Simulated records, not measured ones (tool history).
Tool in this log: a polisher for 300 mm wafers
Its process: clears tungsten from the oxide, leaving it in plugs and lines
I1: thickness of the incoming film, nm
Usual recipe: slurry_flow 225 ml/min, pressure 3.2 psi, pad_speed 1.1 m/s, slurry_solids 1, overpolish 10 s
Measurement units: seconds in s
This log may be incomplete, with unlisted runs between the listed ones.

run 1 hour=0 | slurry_flow=225 pressure=3.2 pad_speed=1.1 slurry_solids=1 overpolish=10 | I1=329.4 | seconds=70.1
run 2 hour=8.3 | slurry_flow=225 pressure=3.2 pad_speed=1.1 slurry_solids=1 overpolish=10 | I1=328.8 | seconds=69.1
run 3 hour=21.7 | slurry_flow=225 pressure=3.2 pad_speed=1.1 slurry_solids=1.2 overpolish=10 | I1=328.8 | seconds=72.6
-- hour=31.4 slurry tank refilled with fresh slurry and peroxide
run 4 hour=38.1 | slurry_flow=225 pressure=3.2 pad_speed=1.1 slurry_solids=1.2 overpolish=10 | I1=329.6 | seconds=63.8
run 5 hour=54.9 | slurry_flow=225 pressure=2.8 pad_speed=1.3 slurry_solids=1 overpolish=10 | I1=325 | seconds=66.1
run 6 hour=65.4 | slurry_flow=225 pressure=2.8 pad_speed=1.3 slurry_solids=1 overpolish=10 | I1=331.5 | seconds=68.7
run 7 hour=78.3 | slurry_flow=225 pressure=3.2 pad_speed=0.84 slurry_solids=1 overpolish=10 | I1=336 | seconds=96.3
-- hour=80.3 slurry blender recalibrated
-- hour=84.2 worn pad replaced by a new one
run 8 hour=94.8 | slurry_flow=225 pressure=3.2 pad_speed=0.84 slurry_solids=1 overpolish=10 | I1=332 | seconds=88
run 9 hour=117.3 | slurry_flow=225 pressure=3.2 pad_speed=1.1 slurry_solids=1 overpolish=10 | I1=327.2 | seconds=69.6
run 10 hour=128.7 | slurry_flow=225 pressure=3.2 pad_speed=1.1 slurry_solids=1 overpolish=10 | I1=337.1 | seconds=74.5
-- hour=130.9 slurry tank refilled with fresh slurry and peroxide
-- hour=137 slurry nozzle cleaned
run 11 hour=163.6 | slurry_flow=225 pressure=3.2 pad_speed=1.1 slurry_solids=1 overpolish=10 | I1=330.8 | seconds=66
run 12 hour=169.8 | slurry_flow=225 pressure=3.2 pad_speed=0.92 slurry_solids=0.8 overpolish=5 | I1=327.4 | seconds=82.2
run 13 hour=182.7 | slurry_flow=225 pressure=3.2 pad_speed=1.4 slurry_solids=1 overpolish=10 | I1=330.7 | seconds=53.9
run 14 hour=193.5 | slurry_flow=225 pressure=2.5 pad_speed=1.1 slurry_solids=1 overpolish=10 | I1=326.9 | seconds=89.5
run 15 hour=210.2 | slurry_flow=225 pressure=2.6 pad_speed=1.26 slurry_solids=1.1 overpolish=14 | I1=326.3 | seconds=75.5
-- hour=218.9 slurry tank refilled with fresh slurry and peroxide
run 16 hour=220.3 | slurry_flow=225 pressure=2.2 pad_speed=1.1 slurry_solids=1 overpolish=10 | I1=332.5 | seconds=99.3
-- hour=227.3 head pressure recalibrated
run 17 hour=228.5 | slurry_flow=225 pressure=3.2 pad_speed=1.1 slurry_solids=1 overpolish=10 | I1=326.3 | seconds=69.7
run 18 hour=241.1 | slurry_flow=155 pressure=3.2 pad_speed=1.1 slurry_solids=1.1 overpolish=10 | I1=330.2 | seconds=74.5
-- hour=256.2 worn pad replaced by a new one
run 19 hour=258.2 | slurry_flow=145 pressure=3.2 pad_speed=1.1 slurry_solids=1 overpolish=10 | I1=329.6 | seconds=69.4
run 20 hour=272.1 | slurry_flow=225 pressure=3.5 pad_speed=1.28 slurry_solids=1 overpolish=10 | I1=332.1 | seconds=53.4
run 21 hour=280.8 | slurry_flow=300 pressure=3.2 pad_speed=0.72 slurry_solids=1 overpolish=16 | I1=330.8 | seconds=96.9
-- hour=292.7 slurry blender recalibrated
run 22 hour=298.2 | slurry_flow=225 pressure=3.2 pad_speed=1.1 slurry_solids=1 overpolish=10 | I1=327.2 | seconds=69.5
run 23 hour=307.8 | slurry_flow=180 pressure=2.9 pad_speed=1.34 slurry_solids=1 overpolish=10 | I1=336.2 | seconds=68.1
run 24 hour=320 | slurry_flow=225 pressure=4.2 pad_speed=1.1 slurry_solids=0.85 overpolish=6 | I1=329.8 | seconds=57.9
-- hour=322.8 slurry tank refilled with fresh slurry and peroxide
run 25 hour=367.5 | slurry_flow=160 pressure=3.2 pad_speed=1.4 slurry_solids=1 overpolish=10 | I1=334.1 | seconds=58.6

State the hidden condition of the tool at each of the runs:
slurry flow missing at the pad, %: 0, the same for each run
deviation of the head's pressure from its setpoint, %: 0, the same for each run
abrasive missing from the slurry, %: 0, the same for each run
H1: removal rate lost through wear of the pad, %
H2: peroxide lost from the slurry, %
run=1 H1=3.84 H2=14.7
run=2 H1=4.38 H2=18.1
run=3 H1=5.35 H2=24.5
run=4 H1=6.7 H2=1.72
run=5 H1=8.27 H2=3.07
run=6 H1=9.34 H2=4.68
run=7 H1=10.8 H2=7.45
run=8 H1=1.52 H2=12.3
run=9 H1=1.85 H2=21.2
run=10 H1=2.14 H2=26.8
run=11 H1=3.6 H2=6.56
run=12 H1=3.94 H2=7.74
run=13 H1=4.74 H2=10.8
run=14 H1=5.5 H2=14.1
run=15 H1=6.82 H2=20.4
run=16 H1=7.71 H2=4.86
run=17 H1=8.49 H2=5.1
run=18 H1=9.77 H2=6.16
run=19 H1=0.291 H2=8.96
run=20 H1=0.375 H2=12.4
run=21 H1=0.494 H2=15
run=22 H1=0.884 H2=21.6
run=23 H1=1.19 H2=25.9
run=24 H1=1.66 H2=32
run=25 H1=4.46 H2=10.2
